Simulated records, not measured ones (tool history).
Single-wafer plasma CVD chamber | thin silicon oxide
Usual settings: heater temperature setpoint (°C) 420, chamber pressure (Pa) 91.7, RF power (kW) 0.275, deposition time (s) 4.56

run	day	heater temperature setpoint (°C)	chamber pressure (Pa)	RF power (kW)	deposition time (s)	read-back reference wafer on the same gauge, thickness_nm	mean film thickness on the monitor wafer (nm)
1	0.000	420	91.7	0.275	4.56	7.872	6.684
2	0.954	420	91.7	0.275	4.56	7.880	6.623
3	2.200	420	91.7	0.275	4.56	7.875	6.660
4	2.854	420	91.7	0.275	4.56	7.868	6.646
5	3.562	420	91.7	0.275	4.56	7.877	6.639
6	4.071	420	91.7	0.275	4.56	7.865	6.628
# day 4.504: capacitance manometer re-zeroed and calibrated
7	4.988	424	100.5	0.275	4.56	7.880	7.209
8	5.492	420	91.7	0.275	4.56	7.870	6.636
9	6.233	420	91.7	0.275	4.56	7.861	6.569
10	7.638	420	91.7	0.275	4.56	7.869	6.559
# day 8.146: thermocouple changed; heater temperature recalibrated
11	8.592	420	91.7	0.320	4.97	7.863	7.866
12	9.579	420	91.7	0.275	4.56	7.865	6.555
13	10.258	432	76.4	0.255	5.11	7.873	5.767
14	10.967	420	91.7	0.275	4.56	7.866	6.620
15	12.117	420	91.7	0.275	4.56	7.872	6.545
16	12.908	407	77.3	0.315	4.56	7.869	6.084
# day 13.396: RF generator calibrated
17	14.308	420	85.3	0.275	4.56	7.879	6.451
18	14.908	420	78.8	0.275	5.24	7.871	6.861
# day 15.571: gauge calibrated
19	15.758	412	91.7	0.295	4.56	7.874	7.377
20	16.267	420	91.7	0.220	3.88	7.862	5.013
21	19.958	414	101.6	0.275	4.84	7.873	8.299
# day 20.454: showerhead replaced
22	20.912	420	108.4	0.275	4.56	7.870	8.198
23	21.958	420	78.8	0.275	5.24	7.868	6.888
24	22.904	412	110.0	0.275	5.01	7.866	9.147
25	24.067	420	76.0	0.240	4.83	7.875	5.565
26	25.479	420	91.7	0.255	5.38	7.874	7.778
27	26.504	420	85.2	0.250	3.66	7.875	4.856
28	27.475	420	91.7	0.275	4.56	7.864	6.924
29	28.538	420	91.7	0.305	4.56	7.869	7.430
30	29.375	420	97.5	0.275	4.56	7.865	7.334

Forecast each of these 3 alternatives for the next run:
A	29.392	420	91.7	0.275	4.56	?	?
B	29.392	420	91.7	0.325	5.31	?	?
C	29.392	409	91.7	0.300	4.56	?	?

run	read-back reference wafer on the same gauge, thickness_nm	mean film thickness on the monitor wafer (nm)
A	7.877	6.903
B	7.877	8.881
C	7.877	7.344
Without the tool's hidden state the same runs would have given:
run	mean film thickness on the monitor wafer (nm)
A	7.031
B	9.028
C	7.467

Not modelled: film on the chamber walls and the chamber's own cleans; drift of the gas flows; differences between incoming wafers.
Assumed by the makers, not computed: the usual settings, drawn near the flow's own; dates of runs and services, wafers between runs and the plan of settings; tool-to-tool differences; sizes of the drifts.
